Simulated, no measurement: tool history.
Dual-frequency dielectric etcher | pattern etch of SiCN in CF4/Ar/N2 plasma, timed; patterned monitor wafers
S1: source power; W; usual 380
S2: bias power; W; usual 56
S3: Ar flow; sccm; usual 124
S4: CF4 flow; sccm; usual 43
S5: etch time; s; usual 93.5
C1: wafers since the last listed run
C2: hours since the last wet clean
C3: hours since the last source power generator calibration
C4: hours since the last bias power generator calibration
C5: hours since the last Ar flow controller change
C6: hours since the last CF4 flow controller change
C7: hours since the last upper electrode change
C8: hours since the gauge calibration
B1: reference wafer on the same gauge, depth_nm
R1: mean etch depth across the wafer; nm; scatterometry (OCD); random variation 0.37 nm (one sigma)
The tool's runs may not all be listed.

| run | hour | S1 | S2 | S3 | S4 | S5 | C1 | C2 | C3 | C4 | C5 | C6 | C7 | C8 | B1 | R1 |
|---|---|---|---|---|---|---|---|---|---|---|---|---|---|---|---|---|
| 1 | 0.0 | 380 | 56 | 124 | 43 | 93.5 | 0 | 0.9 | 1550.7 | 4498.9 | 2026.2 | 4523.5 | 2200.4 | 219.9 | 49.2 | 54.4 |
| 2 | 0.3 | 380 | 62 | 124 | 43 | 93.5 | 4 | 1.2 | 1551.0 | 4499.2 | 2026.5 | 4523.8 | 2200.7 | 220.2 | 49.2 | 55.9 |
| 3 | 10.4 | 380 | 56 | 124 | 43 | 93.5 | 140 | 11.3 | 1561.1 | 4509.3 | 2036.6 | 4533.9 | 2210.8 | 230.3 | 49.1 | 54.3 |
| 4 | 22.7 | 380 | 56 | 124 | 43 | 93.5 | 170 | 23.6 | 1573.4 | 4521.6 | 2048.9 | 4546.2 | 2223.1 | 242.6 | 49.1 | 55.1 |
|  | 35.2 | source power generator calibrated |
|  | 39.1 | bias power generator calibrated |
| 5 | 39.6 | 380 | 56 | 124 | 43 | 93.5 | 124 | 40.5 | 4.4 | 0.5 | 2065.8 | 4563.1 | 2240.0 | 259.5 | 49.0 | 54.9 |
| 6 | 48.5 | 320 | 56 | 103 | 43 | 107.5 | 123 | 49.4 | 13.3 | 9.4 | 2074.7 | 4572.0 | 2248.9 | 268.4 | 49.1 | 54.6 |
| 7 | 55.4 | 380 | 70 | 124 | 43 | 118.5 | 95 | 56.3 | 20.2 | 16.3 | 2081.6 | 4578.9 | 2255.8 | 275.3 | 49.1 | 75.1 |
| 8 | 63.4 | 480 | 56 | 124 | 43 | 93.5 | 111 | 64.3 | 28.2 | 24.3 | 2089.6 | 4586.9 | 2263.8 | 283.3 | 49.2 | 69.4 |
|  | 65.6 | gauge calibrated |
|  | 77.6 | Ar flow controller replaced |
|  | 92.5 | wet clean of the chamber, repeated, since the last time left the tool worse |
|  | 103.9 | CF4 flow controller replaced |
|  | 111.9 | upper electrode replaced |
| 9 | 112.4 | 480 | 56 | 124 | 43 | 93.5 | 196 | 19.9 | 77.2 | 73.3 | 34.8 | 8.5 | 0.5 | 46.8 | 49.1 | 75.0 |
| 10 | 112.7 | 460 | 62 | 124 | 43 | 93.5 | 4 | 20.2 | 77.5 | 73.6 | 35.1 | 8.8 | 0.8 | 47.1 | 49.2 | 72.5 |
| 11 | 113.1 | 380 | 56 | 143 | 47 | 71.5 | 5 | 20.6 | 77.9 | 74.0 | 35.5 | 9.2 | 1.2 | 47.5 | 49.1 | 44.5 |
| 12 | 113.4 | 430 | 56 | 124 | 35 | 102.0 | 4 | 20.9 | 78.2 | 74.3 | 35.8 | 9.5 | 1.5 | 47.8 | 49.2 | 70.3 |
| 13 | 123.2 | 380 | 45 | 138 | 38 | 100.5 | 136 | 30.7 | 88.0 | 84.1 | 45.6 | 19.3 | 11.3 | 57.6 | 49.1 | 58.0 |
| 14 | 137.9 | 330 | 61 | 124 | 43 | 120.5 | 204 | 45.4 | 102.7 | 98.8 | 60.3 | 34.0 | 26.0 | 72.3 | 49.2 | 67.4 |
| 15 | 150.3 | 380 | 56 | 124 | 43 | 93.5 | 172 | 57.8 | 115.1 | 111.2 | 72.7 | 46.4 | 38.4 | 84.7 | 49.1 | 58.7 |
| 16 | 161.5 | 380 | 63 | 124 | 49 | 93.5 | 155 | 69.0 | 126.3 | 122.4 | 83.9 | 57.6 | 49.6 | 95.9 | 49.1 | 62.2 |
| 17 | 170.9 | 380 | 69 | 141 | 43 | 93.5 | 130 | 78.4 | 135.7 | 131.8 | 93.3 | 67.0 | 59.0 | 105.3 | 49.0 | 62.1 |
| 18 | 182.9 | 380 | 43 | 124 | 38 | 93.5 | 166 | 90.4 | 147.7 | 143.8 | 105.3 | 79.0 | 71.0 | 117.3 | 49.1 | 54.4 |
| 19 | 192.2 | 380 | 56 | 96 | 37 | 113.5 | 129 | 99.7 | 157.0 | 153.1 | 114.6 | 88.3 | 80.3 | 126.6 | 49.2 | 72.7 |
| 20 | 210.1 | 380 | 56 | 140 | 43 | 93.5 | 248 | 117.6 | 174.9 | 171.0 | 132.5 | 106.2 | 98.2 | 144.5 | 49.2 | 58.0 |
| 21 | 223.3 | 450 | 56 | 137 | 49 | 100.5 | 183 | 130.8 | 188.1 | 184.2 | 145.7 | 119.4 | 111.4 | 157.7 | 49.1 | 74.2 |
| 22 | 239.1 | 380 | 56 | 124 | 43 | 93.5 | 219 | 146.6 | 203.9 | 200.0 | 161.5 | 135.2 | 127.2 | 173.5 | 49.0 | 59.2 |

What the log doesn't show, run by run:
source power that arrives over what is set, %: 0 in every run
bias power that arrives over what is set, %: 0 in every run
Ar flow that arrives over what is set, %: 0 in every run
CF4 flow that arrives over what is set, %: 0 in every run
gauge reads high (%): 0 in every run
H1: etch rate over this chamber's usual, %
| run | H1 |
|---|---|
| 1 | -6.88 |
| 2 | -6.88 |
| 3 | -6.82 |
| 4 | -6.74 |
| 5 | -6.63 |
| 6 | -6.57 |
| 7 | -6.52 |
| 8 | -6.47 |
| 9 | 0.273 |
| 10 | 0.275 |
| 11 | 0.278 |
| 12 | 0.28 |
| 13 | 0.344 |
| 14 | 0.439 |
| 15 | 0.52 |
| 16 | 0.592 |
| 17 | 0.653 |
| 18 | 0.731 |
| 19 | 0.792 |
| 20 | 0.908 |
| 21 | 0.994 |
| 22 | 1.1 |
